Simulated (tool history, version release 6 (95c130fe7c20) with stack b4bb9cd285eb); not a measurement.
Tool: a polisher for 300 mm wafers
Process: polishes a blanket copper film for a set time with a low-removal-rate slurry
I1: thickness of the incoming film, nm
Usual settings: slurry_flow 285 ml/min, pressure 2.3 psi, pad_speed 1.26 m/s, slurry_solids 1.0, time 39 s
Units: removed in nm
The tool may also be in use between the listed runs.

{"run": 1, "hour": 0.0, "slurry_flow": 285, "pressure": 2.3, "pad_speed": 1.26, "slurry_solids": 1.0, "time": 39, "I1": 1104.5, "removed": 114.5}
{"run": 2, "hour": 60.7, "slurry_flow": 285, "pressure": 2.3, "pad_speed": 1.26, "slurry_solids": 1.0, "time": 39, "I1": 1099.9, "removed": 112.0}
{"run": 3, "hour": 134.8, "slurry_flow": 285, "pressure": 2.3, "pad_speed": 1.26, "slurry_solids": 1.0, "time": 39, "I1": 1099.9, "removed": 112.9}
{"run": 4, "hour": 220.1, "slurry_flow": 285, "pressure": 2.3, "pad_speed": 1.26, "slurry_solids": 1.0, "time": 39, "I1": 1101.3, "removed": 110.4}
{"hour": 281.8, "done": "worn pad replaced by a new one"}
{"run": 5, "hour": 298.1, "slurry_flow": 285, "pressure": 2.3, "pad_speed": 1.38, "slurry_solids": 1.0, "time": 44, "I1": 1111.6, "removed": 132.9}
{"hour": 302.7, "done": "slurry blender recalibrated"}
{"run": 6, "hour": 373.5, "slurry_flow": 285, "pressure": 2.3, "pad_speed": 1.38, "slurry_solids": 1.0, "time": 44, "I1": 1085.9, "removed": 140.3}
{"run": 7, "hour": 475.9, "slurry_flow": 285, "pressure": 2.3, "pad_speed": 1.38, "slurry_solids": 1.0, "time": 44, "I1": 1107.0, "removed": 139.6}
{"hour": 545.1, "done": "slurry nozzle cleaned"}
{"run": 8, "hour": 567.2, "slurry_flow": 285, "pressure": 2.3, "pad_speed": 1.26, "slurry_solids": 1.0, "time": 39, "I1": 1101.7, "removed": 113.7}
{"hour": 589.0, "done": "worn pad replaced by a new one"}
{"hour": 607.3, "done": "head pressure recalibrated"}
{"run": 9, "hour": 607.8, "slurry_flow": 285, "pressure": 2.3, "pad_speed": 1.26, "slurry_solids": 1.0, "time": 39, "I1": 1115.6, "removed": 111.9}
{"run": 10, "hour": 715.9, "slurry_flow": 285, "pressure": 2.3, "pad_speed": 1.26, "slurry_solids": 1.0, "time": 39, "I1": 1112.3, "removed": 110.4}
{"run": 11, "hour": 765.5, "slurry_flow": 285, "pressure": 2.3, "pad_speed": 1.26, "slurry_solids": 1.0, "time": 39, "I1": 1085.0, "removed": 109.5}
{"hour": 816.1, "done": "slurry blender recalibrated"}
{"run": 12, "hour": 862.2, "slurry_flow": 335, "pressure": 1.6, "pad_speed": 1.48, "slurry_solids": 1.0, "time": 27, "I1": 1114.7, "removed": 64.6}
{"run": 13, "hour": 920.1, "slurry_flow": 380, "pressure": 2.9, "pad_speed": 1.26, "slurry_solids": 1.2, "time": 33, "I1": 1116.6, "removed": 128.4}
{"hour": 961.6, "done": "worn pad replaced by a new one"}
{"run": 14, "hour": 968.9, "slurry_flow": 285, "pressure": 1.8, "pad_speed": 1.26, "slurry_solids": 1.0, "time": 39, "I1": 1115.7, "removed": 90.2}
{"run": 15, "hour": 1058.4, "slurry_flow": 285, "pressure": 2.3, "pad_speed": 1.26, "slurry_solids": 1.0, "time": 39, "I1": 1097.3, "removed": 113.4}
{"run": 16, "hour": 1104.1, "slurry_flow": 285, "pressure": 2.3, "pad_speed": 1.26, "slurry_solids": 1.0, "time": 33, "I1": 1111.6, "removed": 96.4}
{"run": 17, "hour": 1154.5, "slurry_flow": 285, "pressure": 2.3, "pad_speed": 1.26, "slurry_solids": 1.2, "time": 39, "I1": 1111.2, "removed": 116.2}
{"hour": 1267.2, "done": "worn pad replaced by a new one"}
{"hour": 1276.3, "done": "slurry blender recalibrated"}
{"hour": 1404.6, "done": "slurry nozzle cleaned"}
{"run": 18, "hour": 1424.7, "slurry_flow": 285, "pressure": 2.3, "pad_speed": 1.26, "slurry_solids": 1.0, "time": 39, "I1": 1095.4, "removed": 113.6}
{"run": 19, "hour": 1518.4, "slurry_flow": 285, "pressure": 2.3, "pad_speed": 1.26, "slurry_solids": 1.0, "time": 39, "I1": 1127.9, "removed": 113.3}
{"run": 20, "hour": 1592.6, "slurry_flow": 310, "pressure": 2.3, "pad_speed": 1.26, "slurry_solids": 1.0, "time": 49, "I1": 1126.7, "removed": 140.4}
{"run": 21, "hour": 1631.4, "slurry_flow": 200, "pressure": 1.6, "pad_speed": 1.4, "slurry_solids": 0.9, "time": 39, "I1": 1109.2, "removed": 80.0}
{"hour": 1642.7, "done": "worn pad replaced by a new one"}
{"run": 22, "hour": 1725.3, "slurry_flow": 285, "pressure": 2.3, "pad_speed": 1.26, "slurry_solids": 1.0, "time": 39, "I1": 1110.7, "removed": 108.4}

5 ways to go on from here, each from the tool as it stands after run 22. What would each give?
{"run": "A", "hour": 1725.7, "slurry_flow": 285, "pressure": 2.1, "pad_speed": 1.26, "slurry_solids": 1.0, "time": 39, "I1": 1128.6, "removed": "?"}
{"run": "B", "hour": 1725.7, "slurry_flow": 230, "pressure": 2.3, "pad_speed": 0.96, "slurry_solids": 1.0, "time": 39, "I1": 1128.6, "removed": "?"}
{"run": "C", "hour": 1725.7, "slurry_flow": 235, "pressure": 1.6, "pad_speed": 1.26, "slurry_solids": 1.0, "time": 33, "I1": 1128.6, "removed": "?"}
{"run": "D", "hour": 1725.7, "slurry_flow": 200, "pressure": 2.3, "pad_speed": 1.26, "slurry_solids": 1.0, "time": 44, "I1": 1128.6, "removed": "?"}
{"run": "E", "hour": 1725.7, "slurry_flow": 370, "pressure": 2.3, "pad_speed": 0.88, "slurry_solids": 1.3, "time": 43, "I1": 1128.6, "removed": "?"}

run=A removed=99.9
run=B removed=84.2
run=C removed=63.5
run=D removed=119.9
run=E removed=93.1
Without the tool's hidden state the same runs would have given:
run=A removed=106.7
run=B removed=89.9
run=C removed=67.7
run=D removed=128.0
run=E removed=99.6
